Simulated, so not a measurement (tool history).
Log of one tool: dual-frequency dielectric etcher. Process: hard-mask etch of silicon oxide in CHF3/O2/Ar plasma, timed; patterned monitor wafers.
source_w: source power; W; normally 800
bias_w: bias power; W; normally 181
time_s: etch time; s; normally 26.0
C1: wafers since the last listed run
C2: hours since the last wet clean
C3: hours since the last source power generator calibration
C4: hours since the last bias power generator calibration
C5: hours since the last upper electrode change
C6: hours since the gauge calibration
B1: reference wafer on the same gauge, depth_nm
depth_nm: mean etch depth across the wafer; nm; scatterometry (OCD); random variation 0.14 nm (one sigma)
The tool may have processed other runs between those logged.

run 1 hour=0.0 | source_w=800 bias_w=181 time_s=26.0 | C1=0 C2=508.0 C3=3434.2 C4=1222.6 C5=4791.5 C6=847.9 | B1=50.7 | depth_nm=55.7
run 2 hour=65.7 | source_w=800 bias_w=181 time_s=26.0 | C1=1204 C2=573.7 C3=3499.9 C4=1288.3 C5=4857.2 C6=913.6 | B1=50.7 | depth_nm=55.4
run 3 hour=118.0 | source_w=800 bias_w=181 time_s=26.0 | C1=959 C2=626.0 C3=3552.2 C4=1340.6 C5=4909.5 C6=965.9 | B1=50.7 | depth_nm=55.3
-- hour=177.1 wet clean of the chamber
run 4 hour=177.6 | source_w=800 bias_w=181 time_s=26.0 | C1=652 C2=0.5 C3=3611.8 C4=1400.2 C5=4969.1 C6=1025.5 | B1=50.7 | depth_nm=57.5
run 5 hour=201.8 | source_w=800 bias_w=181 time_s=26.0 | C1=443 C2=24.7 C3=3636.0 C4=1424.4 C5=4993.3 C6=1049.7 | B1=50.7 | depth_nm=57.7
run 6 hour=269.8 | source_w=740 bias_w=181 time_s=26.0 | C1=1246 C2=92.7 C3=3704.0 C4=1492.4 C5=5061.3 C6=1117.7 | B1=50.7 | depth_nm=56.2
run 7 hour=308.5 | source_w=740 bias_w=181 time_s=26.0 | C1=709 C2=131.4 C3=3742.7 C4=1531.1 C5=5100.0 C6=1156.4 | B1=50.7 | depth_nm=55.9
run 8 hour=372.9 | source_w=740 bias_w=181 time_s=26.0 | C1=1180 C2=195.8 C3=3807.1 C4=1595.5 C5=5164.4 C6=1220.8 | B1=50.7 | depth_nm=55.8
run 9 hour=402.8 | source_w=800 bias_w=181 time_s=26.0 | C1=548 C2=225.7 C3=3837.0 C4=1625.4 C5=5194.3 C6=1250.7 | B1=50.7 | depth_nm=56.9
-- hour=431.2 upper electrode replaced
run 10 hour=438.0 | source_w=800 bias_w=181 time_s=26.0 | C1=205 C2=260.9 C3=3872.2 C4=1660.6 C5=6.8 C6=1285.9 | B1=50.7 | depth_nm=56.7
run 11 hour=489.7 | source_w=800 bias_w=181 time_s=26.0 | C1=948 C2=312.6 C3=3923.9 C4=1712.3 C5=58.5 C6=1337.6 | B1=50.7 | depth_nm=56.5
-- hour=516.3 bias power generator calibrated
-- hour=535.7 gauge calibrated
run 12 hour=548.7 | source_w=930 bias_w=181 time_s=28.5 | C1=1008 C2=371.6 C3=3982.9 C4=32.4 C5=117.5 C6=13.0 | B1=50.7 | depth_nm=63.8
run 13 hour=601.9 | source_w=690 bias_w=197 time_s=31.0 | C1=975 C2=424.8 C3=4036.1 C4=85.6 C5=170.7 C6=66.2 | B1=50.7 | depth_nm=65.3
-- hour=632.6 source power generator calibrated
run 14 hour=653.7 | source_w=960 bias_w=200 time_s=31.0 | C1=876 C2=476.6 C3=21.1 C4=137.4 C5=222.5 C6=118.0 | B1=50.7 | depth_nm=71.9
run 15 hour=705.2 | source_w=870 bias_w=158 time_s=26.0 | C1=944 C2=528.1 C3=72.6 C4=188.9 C5=274.0 C6=169.5 | B1=50.7 | depth_nm=54.0
run 16 hour=742.0 | source_w=800 bias_w=181 time_s=26.0 | C1=674 C2=564.9 C3=109.4 C4=225.7 C5=310.8 C6=206.3 | B1=50.7 | depth_nm=55.1
run 17 hour=797.8 | source_w=800 bias_w=181 time_s=26.0 | C1=1023 C2=620.7 C3=165.2 C4=281.5 C5=366.6 C6=262.1 | B1=50.7 | depth_nm=54.8
-- hour=838.7 wet clean of the chamber
run 18 hour=842.5 | source_w=660 bias_w=181 time_s=30.5 | C1=379 C2=3.8 C3=209.9 C4=326.2 C5=411.3 C6=306.8 | B1=50.7 | depth_nm=63.4
run 19 hour=906.4 | source_w=800 bias_w=181 time_s=20.0 | C1=1171 C2=67.7 C3=273.8 C4=390.1 C5=475.2 C6=370.7 | B1=50.6 | depth_nm=43.9
run 20 hour=931.6 | source_w=800 bias_w=181 time_s=26.0 | C1=462 C2=92.9 C3=299.0 C4=415.3 C5=500.4 C6=395.9 | B1=50.7 | depth_nm=56.6
run 21 hour=963.6 | source_w=800 bias_w=200 time_s=26.0 | C1=586 C2=124.9 C3=331.0 C4=447.3 C5=532.4 C6=427.9 | B1=50.7 | depth_nm=58.6
run 22 hour=1013.5 | source_w=800 bias_w=181 time_s=28.5 | C1=915 C2=174.8 C3=380.9 C4=497.2 C5=582.3 C6=477.8 | B1=50.6 | depth_nm=62.0
run 23 hour=1188.6 | source_w=660 bias_w=202 time_s=26.0 | C1=3210 C2=349.9 C3=556.0 C4=672.3 C5=757.4 C6=652.9 | B1=50.7 | depth_nm=55.4
run 24 hour=1236.8 | source_w=800 bias_w=181 time_s=26.0 | C1=883 C2=398.1 C3=604.2 C4=720.5 C5=805.6 C6=701.1 | B1=50.7 | depth_nm=55.9
run 25 hour=1270.5 | source_w=700 bias_w=144 time_s=31.0 | C1=617 C2=431.8 C3=637.9 C4=754.2 C5=839.3 C6=734.8 | B1=50.7 | depth_nm=59.6

Each row is a separate what-if for the run after 25, all from the same tool condition, not one after another. Results?
run A hour=1270.9 | source_w=800 bias_w=181 time_s=22.0 | C1=7 C2=432.2 C3=638.3 C4=754.6 C5=839.7 C6=735.2 | B1=? | depth_nm=?
run B hour=1270.9 | source_w=1000 bias_w=181 time_s=31.5 | C1=7 C2=432.2 C3=638.3 C4=754.6 C5=839.7 C6=735.2 | B1=? | depth_nm=?
run C hour=1270.9 | source_w=630 bias_w=210 time_s=20.5 | C1=7 C2=432.2 C3=638.3 C4=754.6 C5=839.7 C6=735.2 | B1=? | depth_nm=?
run D hour=1270.9 | source_w=930 bias_w=181 time_s=23.0 | C1=7 C2=432.2 C3=638.3 C4=754.6 C5=839.7 C6=735.2 | B1=? | depth_nm=?
run E hour=1270.9 | source_w=800 bias_w=207 time_s=26.0 | C1=7 C2=432.2 C3=638.3 C4=754.6 C5=839.7 C6=735.2 | B1=? | depth_nm=?

run=A B1=50.7 depth_nm=47.0
run=B B1=50.7 depth_nm=71.8
run=C B1=50.7 depth_nm=43.3
run=D B1=50.7 depth_nm=51.3
run=E B1=50.7 depth_nm=58.2
Stripped of hidden state, with their random variation kept, the same runs would have yielded:
run=A depth_nm=47.8
run=B depth_nm=73.0
run=C depth_nm=44.0
run=D depth_nm=52.2
run=E depth_nm=59.1
